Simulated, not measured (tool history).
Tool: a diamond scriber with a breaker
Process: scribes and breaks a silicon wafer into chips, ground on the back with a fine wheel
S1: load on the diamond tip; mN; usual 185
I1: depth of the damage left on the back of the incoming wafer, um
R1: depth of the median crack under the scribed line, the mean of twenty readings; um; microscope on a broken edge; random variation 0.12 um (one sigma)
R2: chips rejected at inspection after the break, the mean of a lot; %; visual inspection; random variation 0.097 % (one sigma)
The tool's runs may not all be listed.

{"run": 1, "day": 0.0, "S1": 185, "I1": 1.59, "R1": 9.64, "R2": 1.33}
{"run": 2, "day": 4.021, "S1": 185, "I1": 2.29, "R1": 9.59, "R2": 1.77}
{"day": 8.762, "done": "diamond tip replaced by a new one"}
{"run": 3, "day": 11.504, "S1": 197, "I1": 2.16, "R1": 9.45, "R2": 1.81}
{"run": 4, "day": 13.288, "S1": 197, "I1": 1.96, "R1": 9.45, "R2": 1.5}
{"run": 5, "day": 17.583, "S1": 185, "I1": 2.04, "R1": 9.05, "R2": 1.81}
{"run": 6, "day": 22.0, "S1": 185, "I1": 2.83, "R1": 9.04, "R2": 3.19}
{"run": 7, "day": 25.425, "S1": 185, "I1": 1.72, "R1": 9.06, "R2": 1.55}
{"run": 8, "day": 27.788, "S1": 209, "I1": 2.65, "R1": 9.85, "R2": 2.6}
{"run": 9, "day": 29.804, "S1": 185, "I1": 1.54, "R1": 9.02, "R2": 1.43}
{"run": 10, "day": 42.088, "S1": 185, "I1": 2.27, "R1": 8.85, "R2": 2.23}
{"run": 11, "day": 46.038, "S1": 199, "I1": 2.69, "R1": 9.36, "R2": 2.87}
{"run": 12, "day": 48.292, "S1": 199, "I1": 2.43, "R1": 9.07, "R2": 2.32}
{"day": 49.492, "done": "diamond tip replaced by a new one"}
{"run": 13, "day": 50.221, "S1": 199, "I1": 2.83, "R1": 9.27, "R2": 2.73}
{"run": 14, "day": 53.712, "S1": 152, "I1": 2.76, "R1": 7.88, "R2": 6.39}

Forecast run 15:
{"day": 55.788, "done": "load on the tip recalibrated"}
{"run": 15, "day": 57.408, "S1": 233, "I1": 1.76, "R1": "?", "R2": "?"}

{"run 15": {"R1": 10.69, "R2": 2.59}}
Without the tool's hidden state the same run would have given R1 10.78 um, R2 2.76 %.
